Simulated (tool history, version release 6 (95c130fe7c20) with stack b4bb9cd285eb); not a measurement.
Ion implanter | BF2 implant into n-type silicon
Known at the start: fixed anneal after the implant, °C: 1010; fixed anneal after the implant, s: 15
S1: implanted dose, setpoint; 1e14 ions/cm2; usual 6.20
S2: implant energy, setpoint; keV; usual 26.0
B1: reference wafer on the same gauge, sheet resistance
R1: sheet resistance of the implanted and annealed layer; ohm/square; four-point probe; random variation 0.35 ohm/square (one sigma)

run	day	S1	S2	B1	R1
1	0.000	6.20	26.0	269.00	236.47
2	1.538	6.20	26.0	268.99	236.21
3	5.825	6.20	26.0	269.01	238.02
# day 6.592: Faraday cup replaced and dose calibrated
4	8.342	6.20	20.5	269.02	249.91
5	11.804	7.38	31.5	269.04	199.66
6	13.658	7.38	31.5	268.80	200.18
7	24.767	7.38	31.5	269.16	201.76
8	27.075	6.20	28.0	269.28	233.19
# day 28.829: Faraday cup replaced and dose calibrated
# day 29.254: gauge calibrated
9	30.558	7.48	26.0	269.09	211.12
# day 37.725: extraction supply calibrated
10	41.938	6.20	19.0	269.06	256.22
11	45.258	6.20	26.0	268.88	234.52
12	49.042	7.36	29.5	268.95	203.97
# day 50.596: Faraday cup replaced and dose calibrated
13	53.204	6.20	26.0	269.01	232.25
14	57.633	8.01	33.0	268.92	186.17
15	59.367	6.20	31.5	268.84	222.73
16	63.783	6.70	21.5	268.74	236.42
17	67.700	6.20	26.0	268.73	235.07
18	69.212	6.20	35.0	268.96	219.95
# day 71.408: Faraday cup replaced and dose calibrated
19	72.617	7.36	18.0	269.04	238.25

4 ways to go on from here, each from the tool as it stands after run 19. What would each give?
A	72.633	6.84	26.0	?	?
B	72.633	4.84	18.0	?	?
C	72.633	4.99	26.0	?	?
D	72.633	5.41	30.5	?	?

run	B1	R1
A	269.12	219.04
B	269.12	299.09
C	269.12	270.73
D	269.12	247.16
Without the tool's hidden state the same runs would have given:
run	R1
A	218.36
B	298.24
C	269.97
D	246.45
